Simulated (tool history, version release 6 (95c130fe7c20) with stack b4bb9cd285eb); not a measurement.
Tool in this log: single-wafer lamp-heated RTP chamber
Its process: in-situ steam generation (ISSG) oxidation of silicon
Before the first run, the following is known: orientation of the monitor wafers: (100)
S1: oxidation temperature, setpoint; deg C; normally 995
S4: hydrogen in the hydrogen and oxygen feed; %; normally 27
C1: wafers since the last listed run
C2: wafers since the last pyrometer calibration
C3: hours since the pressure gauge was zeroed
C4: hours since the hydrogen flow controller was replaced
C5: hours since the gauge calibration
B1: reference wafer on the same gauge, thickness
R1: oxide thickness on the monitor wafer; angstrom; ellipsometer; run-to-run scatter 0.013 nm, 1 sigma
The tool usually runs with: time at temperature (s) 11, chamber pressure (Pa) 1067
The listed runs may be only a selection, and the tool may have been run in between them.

{"run": 1, "hour": 0.0, "S1": 995, "time at temperature (s)": 11, "chamber pressure (Pa)": 1067, "S4": 27, "C1": 0, "C2": 7490, "C3": 3123.2, "C4": 3502.2, "C5": 2443.7, "B1": 4.741, "R1": 44.3}
{"hour": 35.5, "done": "pyrometer window cleaned and pyrometer calibrated"}
{"run": 2, "hour": 71.8, "S1": 980, "time at temperature (s)": 10, "chamber pressure (Pa)": 1067, "S4": 27, "C1": 878, "C2": 499, "C3": 3195.0, "C4": 3574.0, "C5": 2515.5, "B1": 4.739, "R1": 40.38}
{"run": 3, "hour": 146.1, "S1": 980, "time at temperature (s)": 10, "chamber pressure (Pa)": 1067, "S4": 27, "C1": 1022, "C2": 1521, "C3": 3269.3, "C4": 3648.3, "C5": 2589.8, "B1": 4.74, "R1": 40.35}
{"run": 4, "hour": 209.2, "S1": 980, "time at temperature (s)": 10, "chamber pressure (Pa)": 1067, "S4": 27, "C1": 868, "C2": 2390, "C3": 3332.4, "C4": 3711.4, "C5": 2652.9, "B1": 4.739, "R1": 40.29}
{"run": 5, "hour": 249.4, "S1": 995, "time at temperature (s)": 11, "chamber pressure (Pa)": 1067, "S4": 27, "C1": 553, "C2": 2943, "C3": 3372.6, "C4": 3751.6, "C5": 2693.1, "B1": 4.744, "R1": 43.9}
{"run": 6, "hour": 322.2, "S1": 995, "time at temperature (s)": 11, "chamber pressure (Pa)": 1067, "S4": 27, "C1": 1001, "C2": 3945, "C3": 3445.4, "C4": 3824.4, "C5": 2765.9, "B1": 4.749, "R1": 44.12}
{"run": 7, "hour": 392.4, "S1": 995, "time at temperature (s)": 11, "chamber pressure (Pa)": 1067, "S4": 27, "C1": 966, "C2": 4911, "C3": 3515.6, "C4": 3894.6, "C5": 2836.1, "B1": 4.743, "R1": 43.98}
{"run": 8, "hour": 483.7, "S1": 995, "time at temperature (s)": 11, "chamber pressure (Pa)": 1067, "S4": 27, "C1": 1256, "C2": 6168, "C3": 3606.9, "C4": 3985.9, "C5": 2927.4, "B1": 4.734, "R1": 44.31}
{"run": 9, "hour": 554.1, "S1": 995, "time at temperature (s)": 13, "chamber pressure (Pa)": 920, "S4": 27, "C1": 968, "C2": 7137, "C3": 3677.3, "C4": 4056.3, "C5": 2997.8, "B1": 4.742, "R1": 47.44}
{"run": 10, "hour": 599.5, "S1": 995, "time at temperature (s)": 11, "chamber pressure (Pa)": 1067, "S4": 27, "C1": 624, "C2": 7761, "C3": 3722.7, "C4": 4101.7, "C5": 3043.2, "B1": 4.744, "R1": 44.58}
{"run": 11, "hour": 671.8, "S1": 1008, "time at temperature (s)": 13, "chamber pressure (Pa)": 1067, "S4": 27, "C1": 995, "C2": 8756, "C3": 3795.0, "C4": 4174.0, "C5": 3115.5, "B1": 4.74, "R1": 50.32}
{"hour": 720.2, "done": "pyrometer window cleaned and pyrometer calibrated"}
{"run": 12, "hour": 739.9, "S1": 995, "time at temperature (s)": 12, "chamber pressure (Pa)": 1067, "S4": 24, "C1": 827, "C2": 271, "C3": 3863.1, "C4": 4242.1, "C5": 3183.6, "B1": 4.73, "R1": 43.78}
{"run": 13, "hour": 779.1, "S1": 995, "time at temperature (s)": 8, "chamber pressure (Pa)": 1067, "S4": 21, "C1": 539, "C2": 811, "C3": 3902.3, "C4": 4281.3, "C5": 3222.8, "B1": 4.74, "R1": 35.79}
{"run": 14, "hour": 980.2, "S1": 995, "time at temperature (s)": 11, "chamber pressure (Pa)": 1067, "S4": 27, "C1": 2767, "C2": 3579, "C3": 4103.4, "C4": 4482.4, "C5": 3423.9, "B1": 4.73, "R1": 43.68}
{"run": 15, "hour": 1055.3, "S1": 981, "time at temperature (s)": 8, "chamber pressure (Pa)": 1067, "S4": 32, "C1": 1033, "C2": 4612, "C3": 4178.5, "C4": 4557.5, "C5": 3499.0, "B1": 4.74, "R1": 39.07}
{"hour": 1139.2, "done": "hydrogen flow controller replaced"}
{"run": 16, "hour": 1144.9, "S1": 1005, "time at temperature (s)": 12, "chamber pressure (Pa)": 973, "S4": 17, "C1": 1123, "C2": 5735, "C3": 4268.1, "C4": 5.7, "C5": 3588.6, "B1": 4.745, "R1": 41.97}
{"run": 17, "hour": 1196.1, "S1": 995, "time at temperature (s)": 11, "chamber pressure (Pa)": 1067, "S4": 27, "C1": 704, "C2": 6440, "C3": 4319.3, "C4": 56.9, "C5": 3639.8, "B1": 4.742, "R1": 44.47}
{"hour": 1237.5, "done": "gauge calibrated"}
{"hour": 1276.4, "done": "pressure gauge zeroed"}
{"run": 18, "hour": 1297.3, "S1": 1005, "time at temperature (s)": 8, "chamber pressure (Pa)": 987, "S4": 21, "C1": 1282, "C2": 7723, "C3": 20.9, "C4": 158.1, "C5": 59.8, "B1": 4.742, "R1": 37.71}
{"run": 19, "hour": 1392.6, "S1": 1002, "time at temperature (s)": 11, "chamber pressure (Pa)": 1067, "S4": 27, "C1": 1311, "C2": 9034, "C3": 116.2, "C4": 253.4, "C5": 155.1, "B1": 4.739, "R1": 45.97}
{"hour": 1411.0, "done": "pyrometer window cleaned and pyrometer calibrated"}
{"run": 20, "hour": 1489.7, "S1": 1010, "time at temperature (s)": 9, "chamber pressure (Pa)": 1067, "S4": 27, "C1": 1226, "C2": 1083, "C3": 213.3, "C4": 350.5, "C5": 252.2, "B1": 4.738, "R1": 42.07}
{"run": 21, "hour": 1573.4, "S1": 995, "time at temperature (s)": 11, "chamber pressure (Pa)": 1067, "S4": 27, "C1": 1151, "C2": 2235, "C3": 297.0, "C4": 434.2, "C5": 335.9, "B1": 4.744, "R1": 43.7}
{"run": 22, "hour": 1672.6, "S1": 995, "time at temperature (s)": 11, "chamber pressure (Pa)": 1067, "S4": 27, "C1": 1365, "C2": 3600, "C3": 396.2, "C4": 533.4, "C5": 435.1, "B1": 4.744, "R1": 43.89}
{"run": 23, "hour": 1770.3, "S1": 1007, "time at temperature (s)": 7, "chamber pressure (Pa)": 920, "S4": 22, "C1": 1344, "C2": 4945, "C3": 493.9, "C4": 631.1, "C5": 532.8, "B1": 4.738, "R1": 35.51}
{"run": 24, "hour": 1837.8, "S1": 995, "time at temperature (s)": 11, "chamber pressure (Pa)": 1067, "S4": 27, "C1": 929, "C2": 5874, "C3": 561.4, "C4": 698.6, "C5": 600.3, "B1": 4.745, "R1": 44.07}
{"run": 25, "hour": 1881.9, "S1": 995, "time at temperature (s)": 11, "chamber pressure (Pa)": 1227, "S4": 27, "C1": 606, "C2": 6481, "C3": 605.5, "C4": 742.7, "C5": 644.4, "B1": 4.736, "R1": 43.42}
{"run": 26, "hour": 1987.4, "S1": 1009, "time at temperature (s)": 15, "chamber pressure (Pa)": 1147, "S4": 23, "C1": 1452, "C2": 7933, "C3": 711.0, "C4": 848.2, "C5": 749.9, "B1": 4.739, "R1": 51.4}
{"hour": 2076.2, "done": "pyrometer window cleaned and pyrometer calibrated"}
{"run": 27, "hour": 2076.7, "S1": 995, "time at temperature (s)": 9, "chamber pressure (Pa)": 1067, "S4": 21, "C1": 1118, "C2": 7, "C3": 800.3, "C4": 937.5, "C5": 839.2, "B1": 4.743, "R1": 37.39}
{"run": 28, "hour": 2129.5, "S1": 995, "time at temperature (s)": 11, "chamber pressure (Pa)": 1067, "S4": 27, "C1": 726, "C2": 734, "C3": 853.1, "C4": 990.3, "C5": 892.0, "B1": 4.738, "R1": 43.57}
{"run": 29, "hour": 2198.6, "S1": 986, "time at temperature (s)": 11, "chamber pressure (Pa)": 1067, "S4": 18, "C1": 951, "C2": 1685, "C3": 922.2, "C4": 1059.4, "C5": 961.1, "B1": 4.738, "R1": 38.14}

Forecast run 30:
{"run": 30, "hour": 2277.2, "S1": 995, "time at temperature (s)": 11, "chamber pressure (Pa)": 1067, "S4": 27, "C1": 1081, "C2": 2767, "C3": 1000.8, "C4": 1138.0, "C5": 1039.7, "B1": "?", "R1": "?"}

Run 30 yielded B1 4.744, R1 43.47 angstrom.
Take away the tool's hidden state, keep the run-to-run variation as it was, and the same run would have given R1 43.36 angstrom.

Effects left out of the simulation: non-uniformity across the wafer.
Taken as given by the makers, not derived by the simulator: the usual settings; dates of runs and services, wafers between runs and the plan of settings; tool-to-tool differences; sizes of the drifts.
